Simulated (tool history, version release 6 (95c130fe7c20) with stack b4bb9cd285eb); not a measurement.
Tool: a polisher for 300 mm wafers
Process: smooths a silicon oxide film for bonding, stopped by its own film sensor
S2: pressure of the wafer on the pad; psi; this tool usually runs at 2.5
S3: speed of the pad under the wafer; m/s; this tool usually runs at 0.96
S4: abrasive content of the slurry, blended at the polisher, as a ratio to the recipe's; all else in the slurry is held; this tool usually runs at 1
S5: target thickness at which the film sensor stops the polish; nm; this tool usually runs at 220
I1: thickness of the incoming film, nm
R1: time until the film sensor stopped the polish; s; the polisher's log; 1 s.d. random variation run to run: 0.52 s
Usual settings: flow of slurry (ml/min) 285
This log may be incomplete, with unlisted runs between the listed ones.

run 1 day=0 | flow_of_slurry_(ml/min)=285 S2=2.5 S3=0.96 S4=1 S5=220 | I1=257.3 | R1=47
run 2 day=2.833 | flow_of_slurry_(ml/min)=285 S2=2.5 S3=0.96 S4=1 S5=220 | I1=260.2 | R1=51.4
run 3 day=4.65 | flow_of_slurry_(ml/min)=285 S2=2.5 S3=0.96 S4=1 S5=220 | I1=262.6 | R1=55.2
run 4 day=7.517 | flow_of_slurry_(ml/min)=285 S2=2.5 S3=0.96 S4=1 S5=215 | I1=264.3 | R1=65.1
run 5 day=10.704 | flow_of_slurry_(ml/min)=285 S2=2.5 S3=0.96 S4=1 S5=220 | I1=259.1 | R1=52.3
run 6 day=12.954 | flow_of_slurry_(ml/min)=285 S2=2.5 S3=0.96 S4=1 S5=220 | I1=262.6 | R1=56.6
run 7 day=16.1 | flow_of_slurry_(ml/min)=285 S2=2 S3=0.96 S4=1 S5=220 | I1=256.6 | R1=60.9
run 8 day=19.704 | flow_of_slurry_(ml/min)=285 S2=2 S3=0.96 S4=1 S5=220 | I1=258.8 | R1=65.1
run 9 day=23.692 | flow_of_slurry_(ml/min)=285 S2=2 S3=0.96 S4=1 S5=220 | I1=264.1 | R1=73.8
run 10 day=25.462 | flow_of_slurry_(ml/min)=285 S2=2.5 S3=0.96 S4=1 S5=220 | I1=259.5 | R1=54.1
run 11 day=28.708 | flow_of_slurry_(ml/min)=285 S2=2.5 S3=0.96 S4=1 S5=220 | I1=264.1 | R1=61.2
run 12 day=39.792 | flow_of_slurry_(ml/min)=285 S2=2.5 S3=0.96 S4=1 S5=220 | I1=261 | R1=53.9
run 13 day=42.433 | flow_of_slurry_(ml/min)=285 S2=2.5 S3=0.96 S4=1 S5=220 | I1=255.1 | R1=46.8
run 14 day=45.158 | flow_of_slurry_(ml/min)=225 S2=2.5 S3=0.96 S4=1 S5=216 | I1=259.9 | R1=61.4
run 15 day=46.812 | flow_of_slurry_(ml/min)=200 S2=2.5 S3=0.96 S4=1 S5=220 | I1=259.5 | R1=58.6
run 16 day=49.025 | flow_of_slurry_(ml/min)=285 S2=2.5 S3=0.66 S4=1 S5=225 | I1=260.8 | R1=54.5
run 17 day=51.408 | flow_of_slurry_(ml/min)=340 S2=3.1 S3=1.06 S4=1 S5=230 | I1=260.3 | R1=33.4
run 18 day=54.529 | flow_of_slurry_(ml/min)=370 S2=2.5 S3=0.74 S4=1 S5=220 | I1=258.3 | R1=51.1
run 19 day=58.367 | flow_of_slurry_(ml/min)=225 S2=2.5 S3=0.96 S4=1 S5=216 | I1=255.4 | R1=52.5
run 20 day=60.396 | flow_of_slurry_(ml/min)=285 S2=2.1 S3=1.26 S4=1 S5=233 | I1=259.4 | R1=33.1
run 21 day=63.562 | flow_of_slurry_(ml/min)=340 S2=2.5 S3=0.96 S4=1.3 S5=211 | I1=262 | R1=55.4
run 22 day=67.075 | flow_of_slurry_(ml/min)=240 S2=2.5 S3=0.62 S4=0.9 S5=215 | I1=262.7 | R1=77.3
run 23 day=69.333 | flow_of_slurry_(ml/min)=285 S2=2.5 S3=0.72 S4=0.8 S5=220 | I1=259.5 | R1=65.2
run 24 day=71.867 | flow_of_slurry_(ml/min)=285 S2=2.5 S3=0.66 S4=1 S5=215 | I1=256.5 | R1=60.3
run 25 day=73.712 | flow_of_slurry_(ml/min)=285 S2=2.5 S3=0.96 S4=1 S5=220 | I1=265.4 | R1=59.1
run 26 day=75.558 | flow_of_slurry_(ml/min)=285 S2=2.5 S3=0.96 S4=0.75 S5=220 | I1=259.3 | R1=61.2
run 27 day=77.242 | flow_of_slurry_(ml/min)=245 S2=2.5 S3=0.86 S4=1 S5=220 | I1=263 | R1=58.7
run 28 day=81.304 | flow_of_slurry_(ml/min)=285 S2=2.5 S3=0.96 S4=1 S5=228 | I1=262.1 | R1=44.6

The log once held 15 entries between its listed runs, left out of this copy. Where does each go, and what is different about the tool's unlogged condition between the listed run before it and the listed run after it?
Logged between run 1 and run 2: slurry blender recalibrated (day 1.258)
  deviation of the head's pressure from its setpoint, %: -1.7 -> -3.04
  measured result minus the result with no hidden state, R1: +0.8 -> +1.5 s
Logged between run 6 and run 7: slurry nozzle cleaned (day 13.817); worn pad replaced by a new one (day 15.246)
  deviation of the head's pressure from its setpoint, %: -6.56 -> -7.35
  measured result minus the result with no hidden state, R1: +3.6 -> +4.4 s
Logged between run 7 and run 8: slurry blender recalibrated (day 18)
  deviation of the head's pressure from its setpoint, %: -7.35 -> -8.12
  measured result minus the result with no hidden state, R1: +4.4 -> +5.2 s
Logged between run 10 and run 11: slurry nozzle cleaned (day 27.862)
  deviation of the head's pressure from its setpoint, %: -9.1 -> -9.55
  measured result minus the result with no hidden state, R1: +4.8 -> +5.7 s
Logged between run 11 and run 12: worn pad replaced by a new one, of another model than before (day 31.75); slurry blender recalibrated (day 34.392)
  deviation of the head's pressure from its setpoint, %: -9.55 -> -10.6
  measured result minus the result with no hidden state, R1: +5.7 -> +3.2 s
Logged between run 13 and run 14: slurry nozzle cleaned (day 44.883)
  deviation of the head's pressure from its setpoint, %: -10.8 -> -11
  measured result minus the result with no hidden state, R1: +2.8 -> +3.7 s
Logged between run 16 and run 17: slurry blender recalibrated (day 49.308); worn pad replaced by a new one (day 49.567)
  deviation of the head's pressure from its setpoint, %: -11.2 -> -11.3
  measured result minus the result with no hidden state, R1: +3.4 -> +2.1 s
Logged between run 17 and run 18: head pressure recalibrated (day 53.683)
  deviation of the head's pressure from its setpoint, %: -11.3 -> 0.291
  measured result minus the result with no hidden state, R1: +2.1 -> +0 s
Logged between run 20 and run 21: slurry nozzle cleaned (day 61.317)
  deviation of the head's pressure from its setpoint, %: -2.49 -> -3.69
  measured result minus the result with no hidden state, R1: +0.5 -> +1.2 s
Logged between run 21 and run 22: slurry blender recalibrated (day 66.117)
  deviation of the head's pressure from its setpoint, %: -3.69 -> -4.83
  measured result minus the result with no hidden state, R1: +1.2 -> +2.1 s
Logged between run 22 and run 23: worn pad replaced by a new one (day 67.546)
  deviation of the head's pressure from its setpoint, %: -4.83 -> -5.46
  measured result minus the result with no hidden state, R1: +2.1 -> +2 s
Logged between run 27 and run 28: slurry nozzle cleaned (day 78.996)
  deviation of the head's pressure from its setpoint, %: -7.21 -> -7.88
  measured result minus the result with no hidden state, R1: +2.3 -> +2 s
